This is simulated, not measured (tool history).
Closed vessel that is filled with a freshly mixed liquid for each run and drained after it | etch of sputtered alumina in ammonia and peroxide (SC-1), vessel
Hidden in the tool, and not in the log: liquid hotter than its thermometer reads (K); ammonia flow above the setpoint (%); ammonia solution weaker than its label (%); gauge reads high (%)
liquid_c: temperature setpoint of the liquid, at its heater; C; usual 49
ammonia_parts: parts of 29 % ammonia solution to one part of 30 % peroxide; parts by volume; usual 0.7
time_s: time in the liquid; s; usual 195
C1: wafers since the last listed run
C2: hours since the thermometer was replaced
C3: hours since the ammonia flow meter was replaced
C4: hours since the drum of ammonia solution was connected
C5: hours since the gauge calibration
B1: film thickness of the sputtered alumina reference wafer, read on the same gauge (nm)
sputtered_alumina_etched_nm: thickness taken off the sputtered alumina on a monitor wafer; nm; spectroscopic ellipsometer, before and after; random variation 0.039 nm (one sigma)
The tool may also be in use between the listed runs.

run 1 hour=0 | liquid_c=49 ammonia_parts=0.85 time_s=195 | C1=0 C2=2360.7 C3=473.6 C4=76.5 C5=65.2 | B1=89.14 | sputtered_alumina_etched_nm=7.56
run 2 hour=22.3 | liquid_c=49 ammonia_parts=0.85 time_s=195 | C1=2718 C2=2383 C3=495.9 C4=98.8 C5=87.5 | B1=89.04 | sputtered_alumina_etched_nm=7.62
run 3 hour=41.4 | liquid_c=49 ammonia_parts=0.7 time_s=195 | C1=2328 C2=2402.1 C3=515 C4=117.9 C5=106.6 | B1=88.91 | sputtered_alumina_etched_nm=7.48
run 4 hour=61.1 | liquid_c=49 ammonia_parts=0.7 time_s=195 | C1=2401 C2=2421.8 C3=534.7 C4=137.6 C5=126.3 | B1=88.78 | sputtered_alumina_etched_nm=7.52
run 5 hour=86.2 | liquid_c=49 ammonia_parts=0.7 time_s=195 | C1=3059 C2=2446.9 C3=559.8 C4=162.7 C5=151.4 | B1=88.68 | sputtered_alumina_etched_nm=7.49
run 6 hour=109.6 | liquid_c=49 ammonia_parts=0.7 time_s=195 | C1=2852 C2=2470.3 C3=583.2 C4=186.1 C5=174.8 | B1=88.61 | sputtered_alumina_etched_nm=7.45
run 7 hour=140 | liquid_c=49 ammonia_parts=0.7 time_s=270 | C1=3706 C2=2500.7 C3=613.6 C4=216.5 C5=205.2 | B1=88.48 | sputtered_alumina_etched_nm=10.23
run 8 hour=161 | liquid_c=49 ammonia_parts=0.7 time_s=195 | C1=2560 C2=2521.7 C3=634.6 C4=237.5 C5=226.2 | B1=88.46 | sputtered_alumina_etched_nm=7.48
run 9 hour=184.6 | liquid_c=49 ammonia_parts=0.7 time_s=195 | C1=2877 C2=2545.3 C3=658.2 C4=261.1 C5=249.8 | B1=88.38 | sputtered_alumina_etched_nm=7.5
-- hour=206.5 new drum of ammonia solution connected
run 10 hour=215.7 | liquid_c=49 ammonia_parts=0.7 time_s=195 | C1=3669 C2=2576.4 C3=689.3 C4=9.2 C5=280.9 | B1=88.37 | sputtered_alumina_etched_nm=7.44
run 11 hour=233 | liquid_c=49 ammonia_parts=0.7 time_s=195 | C1=2109 C2=2593.7 C3=706.6 C4=26.5 C5=298.2 | B1=88.38 | sputtered_alumina_etched_nm=7.46
run 12 hour=260.3 | liquid_c=49 ammonia_parts=0.7 time_s=195 | C1=3328 C2=2621 C3=733.9 C4=53.8 C5=325.5 | B1=88.25 | sputtered_alumina_etched_nm=7.47
run 13 hour=295.2 | liquid_c=49 ammonia_parts=0.7 time_s=195 | C1=4254 C2=2655.9 C3=768.8 C4=88.7 C5=360.4 | B1=88.25 | sputtered_alumina_etched_nm=7.38
-- hour=313.6 ammonia flow meter replaced
run 14 hour=321.6 | liquid_c=49 ammonia_parts=0.7 time_s=195 | C1=3096 C2=2682.3 C3=8 C4=115.1 C5=386.8 | B1=88.15 | sputtered_alumina_etched_nm=7.43
run 15 hour=340.8 | liquid_c=49 ammonia_parts=0.7 time_s=195 | C1=2340 C2=2701.5 C3=27.2 C4=134.3 C5=406 | B1=88.17 | sputtered_alumina_etched_nm=7.43
run 16 hour=360.9 | liquid_c=49 ammonia_parts=0.7 time_s=195 | C1=2450 C2=2721.6 C3=47.3 C4=154.4 C5=426.1 | B1=88.15 | sputtered_alumina_etched_nm=7.43
-- hour=365.9 gauge calibrated
run 17 hour=388.2 | liquid_c=52.5 ammonia_parts=0.7 time_s=195 | C1=3328 C2=2748.9 C3=74.6 C4=181.7 C5=22.3 | B1=89.89 | sputtered_alumina_etched_nm=9.2
run 18 hour=419.8 | liquid_c=49 ammonia_parts=0.5 time_s=280 | C1=3852 C2=2780.5 C3=106.2 C4=213.3 C5=53.9 | B1=89.69 | sputtered_alumina_etched_nm=10.55
run 19 hour=447 | liquid_c=41 ammonia_parts=1 time_s=260 | C1=3315 C2=2807.7 C3=133.4 C4=240.5 C5=81.1 | B1=89.42 | sputtered_alumina_etched_nm=6.64
-- hour=477 new drum of ammonia solution connected
run 20 hour=480.9 | liquid_c=40.5 ammonia_parts=0.7 time_s=195 | C1=4010 C2=2841.6 C3=167.3 C4=3.9 C5=115 | B1=89.23 | sputtered_alumina_etched_nm=4.64
-- hour=505.6 thermometer replaced
run 21 hour=512.6 | liquid_c=49 ammonia_parts=0.7 time_s=125 | C1=3742 C2=7 C3=199 C4=35.6 C5=146.7 | B1=89.09 | sputtered_alumina_etched_nm=4.77
run 22 hour=540 | liquid_c=49 ammonia_parts=0.7 time_s=295 | C1=3340 C2=34.4 C3=226.4 C4=63 C5=174.1 | B1=88.97 | sputtered_alumina_etched_nm=11.3
run 23 hour=566.8 | liquid_c=49 ammonia_parts=0.55 time_s=250 | C1=3267 C2=61.2 C3=253.2 C4=89.8 C5=200.9 | B1=88.9 | sputtered_alumina_etched_nm=9.31
run 24 hour=598.3 | liquid_c=49 ammonia_parts=0.7 time_s=130 | C1=3840 C2=92.7 C3=284.7 C4=121.3 C5=232.4 | B1=88.81 | sputtered_alumina_etched_nm=4.98
run 25 hour=612.6 | liquid_c=49 ammonia_parts=0.7 time_s=195 | C1=1743 C2=107 C3=299 C4=135.6 C5=246.7 | B1=88.74 | sputtered_alumina_etched_nm=7.45
run 26 hour=630.8 | liquid_c=49 ammonia_parts=0.7 time_s=195 | C1=2218 C2=125.2 C3=317.2 C4=153.8 C5=264.9 | B1=88.73 | sputtered_alumina_etched_nm=7.45
run 27 hour=661 | liquid_c=49 ammonia_parts=0.7 time_s=195 | C1=3681 C2=155.4 C3=347.4 C4=184 C5=295.1 | B1=88.66 | sputtered_alumina_etched_nm=7.47
run 28 hour=689.4 | liquid_c=45.5 ammonia_parts=0.5 time_s=150 | C1=3462 C2=183.8 C3=375.8 C4=212.4 C5=323.5 | B1=88.6 | sputtered_alumina_etched_nm=4.59

Forecast each of these 4 alternatives for the next run:
run A hour=690.1 | liquid_c=49 ammonia_parts=0.7 time_s=195 | C1=85 C2=184.5 C3=376.5 C4=213.1 C5=324.2 | B1=? | sputtered_alumina_etched_nm=?
run B hour=690.1 | liquid_c=49 ammonia_parts=0.7 time_s=310 | C1=85 C2=184.5 C3=376.5 C4=213.1 C5=324.2 | B1=? | sputtered_alumina_etched_nm=?
run C hour=690.1 | liquid_c=49 ammonia_parts=0.5 time_s=290 | C1=85 C2=184.5 C3=376.5 C4=213.1 C5=324.2 | B1=? | sputtered_alumina_etched_nm=?
run D hour=690.1 | liquid_c=58.5 ammonia_parts=0.7 time_s=195 | C1=85 C2=184.5 C3=376.5 C4=213.1 C5=324.2 | B1=? | sputtered_alumina_etched_nm=?

run=A B1=88.58 sputtered_alumina_etched_nm=7.51
run=B B1=88.58 sputtered_alumina_etched_nm=11.94
run=C B1=88.58 sputtered_alumina_etched_nm=10.82
run=D B1=88.58 sputtered_alumina_etched_nm=12.5
Without the tool's hidden state the same runs would have given:
run=A sputtered_alumina_etched_nm=7.63
run=B sputtered_alumina_etched_nm=12.12
run=C sputtered_alumina_etched_nm=10.99
run=D sputtered_alumina_etched_nm=12.69

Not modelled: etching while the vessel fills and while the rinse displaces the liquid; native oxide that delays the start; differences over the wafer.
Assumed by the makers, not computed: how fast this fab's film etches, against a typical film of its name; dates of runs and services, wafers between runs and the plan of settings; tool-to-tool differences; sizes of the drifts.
